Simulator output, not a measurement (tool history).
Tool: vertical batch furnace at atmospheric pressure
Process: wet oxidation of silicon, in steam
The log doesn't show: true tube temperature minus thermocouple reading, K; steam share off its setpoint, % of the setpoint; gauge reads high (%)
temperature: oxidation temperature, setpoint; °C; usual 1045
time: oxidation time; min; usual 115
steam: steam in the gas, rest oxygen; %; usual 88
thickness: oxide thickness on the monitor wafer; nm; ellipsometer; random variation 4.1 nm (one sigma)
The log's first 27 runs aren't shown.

run,hour,temperature,time,steam,wafers since the last listed run,hours since the last temperature calibration,hours since the steam generator was serviced,hours since the gauge calibration,"read-back reference wafer on the same gauge, thickness",thickness
28,2445.2,1045,115,88,846,709.7,4411.6,106.9,777.04,794.24
# hour 2479.2: steam generator serviced
29,2491.7,1024,149.5,97,210,756.2,12.5,153.4,776.86,887.8
30,2546.1,1054,115,88,508,810.6,66.9,207.8,777.28,829.35
31,2635.9,1063,77.5,97,839,900.4,156.7,297.6,777.36,730.46
32,2728.7,1030,115,88,867,993.2,249.5,390.4,776.32,745.34
33,2812.8,1037,93,80,785,1077.3,333.6,474.5,777.17,641.99
34,2878.1,1045,115,88,610,1142.6,398.9,539.8,776.66,801.31
35,2964.3,1033,60,93,805,1228.8,485.1,626,776.55,520.22
36,3178.5,1045,115,97,2001,1443,699.3,840.2,776.53,842.7
37,3275.5,1045,68,91,906,1540,796.3,937.2,776.46,596.67

4 ways to go on from here, each from the tool as it stands after run 37. What would each give?
A,3281.8,1045,115,88,58,1546.3,802.6,943.5,?,?
B,3281.8,1051,81.5,76,58,1546.3,802.6,943.5,?,?
C,3281.8,1045,83.5,97,58,1546.3,802.6,943.5,?,?
D,3281.8,1029,134.5,95,58,1546.3,802.6,943.5,?,?

run,"read-back reference wafer on the same gauge, thickness",thickness
A,777.21,792.17
B,777.21,610.66
C,777.21,695.29
D,777.21,842.23
Without the tool's hidden state the same runs would have given:
run,thickness
A,782.23
B,602.38
C,686.14
D,831.16
